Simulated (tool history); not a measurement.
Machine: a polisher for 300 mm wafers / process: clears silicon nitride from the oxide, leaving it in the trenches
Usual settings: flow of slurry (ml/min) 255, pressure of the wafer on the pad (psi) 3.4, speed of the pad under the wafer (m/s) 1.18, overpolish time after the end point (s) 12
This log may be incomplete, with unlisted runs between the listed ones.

run   hour  flow of slurry (ml/min)  pressure of the wafer on the pad (psi)  speed of the pad under the wafer (m/s)  overpolish time after the end point (s)  wafers since the last listed run  wafers polished on this pad  hours since the slurry nozzle was cleaned  hours since the head pressure was calibrated  incoming thickness of the incoming film, nm  time until the end point was called (s)
  1    0.0                      255                                     3.4                                    1.18                                       12                                 0                         1679                                       43.3                                         326.7                                        148.9                                     96.2
      42.6  -- worn pad replaced by a new one
  2   70.1                      255                                     3.4                                    1.18                                       12                               588                          244                                      113.4                                         396.8                                        150.7                                     91.7
     157.4  -- slurry nozzle cleaned
  3  168.0                      255                                     3.4                                    1.18                                       12                               862                         1107                                       10.6                                         494.7                                        148.4                                     90.5
     238.2  -- worn pad replaced by a new one
  4  238.7                      255                                     3.4                                    1.18                                       12                               593                            4                                       81.3                                         565.4                                        150.6                                     86.6
  5  314.7                      255                                     3.4                                    1.18                                       12                               676                          680                                      157.3                                         641.4                                        150.1                                     90.6
     364.7  -- slurry nozzle cleaned
     373.8  -- head pressure recalibrated
  6  414.0                      255                                     3.4                                    1.18                                       12                               857                         1537                                       49.3                                          40.2                                        152.2                                    102.9
     468.8  -- worn pad replaced by a new one
  7  513.6                      255                                     3.4                                    1.18                                       12                               850                          398                                      148.9                                         139.8                                        147.4                                     93.5
  8  585.7                      255                                     3.4                                    1.18                                       12                               641                         1040                                      221.0                                         211.9                                        149.8                                     98.3
     605.1  -- slurry nozzle cleaned
  9  654.7                      290                                     4.4                                    1.18                                       12                               605                         1645                                       49.6                                         280.9                                        148.3                                     74.6
     681.2  -- worn pad replaced by a new one
 10  698.4                      255                                     4.1                                    1.04                                       12                               353                          153                                       93.3                                         324.6                                        150.6                                     83.3

What does the tool deliver on the next run?
 11  740.3                      255                                     4.5                                    0.78                                       15                               372                          526                                      135.2                                         366.5                                        150.5                                        ?

Run 11 gave time until the end point was called (s) 105.4.
Without the tool's hidden state the same run would have given time until the end point was called (s) 106.1.
